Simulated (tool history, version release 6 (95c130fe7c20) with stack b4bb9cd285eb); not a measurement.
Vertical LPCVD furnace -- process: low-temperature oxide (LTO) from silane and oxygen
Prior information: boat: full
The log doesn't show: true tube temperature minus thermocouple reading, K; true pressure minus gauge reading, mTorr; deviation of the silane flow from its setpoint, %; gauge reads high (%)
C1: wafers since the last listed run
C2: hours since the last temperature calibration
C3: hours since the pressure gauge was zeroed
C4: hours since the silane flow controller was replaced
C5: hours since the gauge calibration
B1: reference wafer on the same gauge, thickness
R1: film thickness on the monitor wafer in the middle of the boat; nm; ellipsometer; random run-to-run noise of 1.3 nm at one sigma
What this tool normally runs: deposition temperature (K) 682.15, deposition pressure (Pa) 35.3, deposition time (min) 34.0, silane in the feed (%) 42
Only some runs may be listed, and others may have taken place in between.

run 1 hour=0.0 | deposition_temperature_(K)=682.15 deposition_pressure_(Pa)=35.3 deposition_time_(min)=34.0 silane_in_the_feed_(%)=42 | C1=0 C2=3098.3 C3=2113.2 C4=4145.5 C5=609.8 | B1=447.98 | R1=422.89
run 2 hour=7.6 | deposition_temperature_(K)=682.15 deposition_pressure_(Pa)=35.3 deposition_time_(min)=34.0 silane_in_the_feed_(%)=42 | C1=169 C2=3105.9 C3=2120.8 C4=4153.1 C5=617.4 | B1=447.73 | R1=420.41
run 3 hour=18.3 | deposition_temperature_(K)=682.15 deposition_pressure_(Pa)=35.3 deposition_time_(min)=34.0 silane_in_the_feed_(%)=42 | C1=239 C2=3116.6 C3=2131.5 C4=4163.8 C5=628.1 | B1=447.59 | R1=423.00
run 4 hour=29.8 | deposition_temperature_(K)=682.15 deposition_pressure_(Pa)=35.3 deposition_time_(min)=34.0 silane_in_the_feed_(%)=42 | C1=257 C2=3128.1 C3=2143.0 C4=4175.3 C5=639.6 | B1=448.48 | R1=420.97
run 5 hour=40.8 | deposition_temperature_(K)=682.15 deposition_pressure_(Pa)=35.3 deposition_time_(min)=34.0 silane_in_the_feed_(%)=42 | C1=245 C2=3139.1 C3=2154.0 C4=4186.3 C5=650.6 | B1=448.22 | R1=420.36
-- hour=68.6 pressure gauge zeroed
run 6 hour=69.1 | deposition_temperature_(K)=682.15 deposition_pressure_(Pa)=35.3 deposition_time_(min)=34.0 silane_in_the_feed_(%)=42 | C1=96 C2=3167.4 C3=0.5 C4=4214.6 C5=678.9 | B1=448.28 | R1=419.36
run 7 hour=73.1 | deposition_temperature_(K)=691.15 deposition_pressure_(Pa)=35.3 deposition_time_(min)=34.0 silane_in_the_feed_(%)=37 | C1=89 C2=3171.4 C3=4.5 C4=4218.6 C5=682.9 | B1=447.85 | R1=400.49
run 8 hour=81.2 | deposition_temperature_(K)=682.15 deposition_pressure_(Pa)=35.3 deposition_time_(min)=34.0 silane_in_the_feed_(%)=42 | C1=181 C2=3179.5 C3=12.6 C4=4226.7 C5=691.0 | B1=447.84 | R1=421.75
-- hour=89.6 gauge calibrated
run 9 hour=90.8 | deposition_temperature_(K)=682.15 deposition_pressure_(Pa)=35.3 deposition_time_(min)=34.0 silane_in_the_feed_(%)=42 | C1=214 C2=3189.1 C3=22.2 C4=4236.3 C5=1.2 | B1=448.01 | R1=421.04
run 10 hour=98.0 | deposition_temperature_(K)=688.15 deposition_pressure_(Pa)=35.3 deposition_time_(min)=34.0 silane_in_the_feed_(%)=42 | C1=160 C2=3196.3 C3=29.4 C4=4243.5 C5=8.4 | B1=448.25 | R1=447.31
run 11 hour=113.3 | deposition_temperature_(K)=682.15 deposition_pressure_(Pa)=35.3 deposition_time_(min)=34.0 silane_in_the_feed_(%)=46 | C1=341 C2=3211.6 C3=44.7 C4=4258.8 C5=23.7 | B1=447.73 | R1=460.43
run 12 hour=143.0 | deposition_temperature_(K)=682.15 deposition_pressure_(Pa)=35.3 deposition_time_(min)=34.0 silane_in_the_feed_(%)=42 | C1=663 C2=3241.3 C3=74.4 C4=4288.5 C5=53.4 | B1=448.12 | R1=422.02
run 13 hour=153.4 | deposition_temperature_(K)=694.15 deposition_pressure_(Pa)=26.7 deposition_time_(min)=37.5 silane_in_the_feed_(%)=38 | C1=232 C2=3251.7 C3=84.8 C4=4298.9 C5=63.8 | B1=448.79 | R1=355.64
-- hour=181.1 silane flow controller replaced
run 14 hour=181.6 | deposition_temperature_(K)=686.15 deposition_pressure_(Pa)=26.7 deposition_time_(min)=34.0 silane_in_the_feed_(%)=42 | C1=93 C2=3279.9 C3=113.0 C4=0.5 C5=92.0 | B1=448.04 | R1=331.93
run 15 hour=185.6 | deposition_temperature_(K)=676.15 deposition_pressure_(Pa)=28.0 deposition_time_(min)=34.0 silane_in_the_feed_(%)=34 | C1=89 C2=3283.9 C3=117.0 C4=4.5 C5=96.0 | B1=447.82 | R1=240.50
run 16 hour=196.6 | deposition_temperature_(K)=682.15 deposition_pressure_(Pa)=43.3 deposition_time_(min)=34.0 silane_in_the_feed_(%)=34 | C1=245 C2=3294.9 C3=128.0 C4=15.5 C5=107.0 | B1=448.34 | R1=397.68
run 17 hour=206.3 | deposition_temperature_(K)=682.15 deposition_pressure_(Pa)=35.3 deposition_time_(min)=34.0 silane_in_the_feed_(%)=42 | C1=216 C2=3304.6 C3=137.7 C4=25.2 C5=116.7 | B1=448.12 | R1=418.35
run 18 hour=213.7 | deposition_temperature_(K)=688.15 deposition_pressure_(Pa)=35.3 deposition_time_(min)=28.5 silane_in_the_feed_(%)=50 | C1=165 C2=3312.0 C3=145.1 C4=32.6 C5=124.1 | B1=448.50 | R1=439.96
run 19 hour=220.3 | deposition_temperature_(K)=682.15 deposition_pressure_(Pa)=44.0 deposition_time_(min)=34.0 silane_in_the_feed_(%)=42 | C1=147 C2=3318.6 C3=151.7 C4=39.2 C5=130.7 | B1=448.29 | R1=525.83
run 20 hour=268.2 | deposition_temperature_(K)=678.15 deposition_pressure_(Pa)=30.7 deposition_time_(min)=47.0 silane_in_the_feed_(%)=34 | C1=1070 C2=3366.5 C3=199.6 C4=87.1 C5=178.6 | B1=448.00 | R1=371.58

What will run 21 give?
run 21 hour=285.6 | deposition_temperature_(K)=675.15 deposition_pressure_(Pa)=44.0 deposition_time_(min)=27.0 silane_in_the_feed_(%)=42 | C1=388 C2=3383.9 C3=217.0 C4=104.5 C5=196.0 | B1=? | R1=?

B1: 447.80
R1: 385.68 nm
On a tool with no hidden condition, and with the same random variation, this run would have come out at R1 385.68 nm.
